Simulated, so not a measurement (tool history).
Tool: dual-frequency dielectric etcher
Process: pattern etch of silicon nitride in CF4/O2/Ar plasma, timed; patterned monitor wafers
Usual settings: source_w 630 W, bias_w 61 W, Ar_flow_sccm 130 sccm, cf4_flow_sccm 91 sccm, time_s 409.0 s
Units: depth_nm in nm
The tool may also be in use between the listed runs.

run	day	source_w	bias_w	Ar_flow_sccm	cf4_flow_sccm	time_s	read-back reference wafer on the same gauge, depth_nm	depth_nm
1	0.000	630	61	130	82	409.0	1028.5	1017.9
2	2.446	630	61	130	91	409.0	1030.0	1041.4
3	6.638	630	61	130	112	409.0	1029.1	1064.0
4	8.996	630	61	144	91	409.0	1029.6	1025.3
5	12.529	630	72	130	91	409.0	1029.7	1128.7
# day 15.733: upper electrode replaced
6	15.862	630	61	130	108	409.0	1032.0	1063.1
# day 17.212: bias power generator calibrated
# day 17.350: wet clean of the chamber
7	19.671	530	55	130	83	366.0	1028.2	805.9
# day 20.388: CF4 flow controller replaced
8	22.383	630	69	105	91	409.0	1029.9	1135.3
9	25.812	630	61	130	91	409.0	1029.6	1028.8
10	32.204	630	61	140	91	302.5	1031.1	763.4
11	33.858	630	61	130	91	409.0	1030.5	1037.9

The next listed run, before its measurement:
12	35.425	630	61	118	91	409.0	?	?

{"run 12": {"read-back reference wafer on the same gauge, depth_nm": 1030.9, "depth_nm": 1050.5}}
Without the tool's hidden state the same run would have given depth_nm 1070.3 nm.
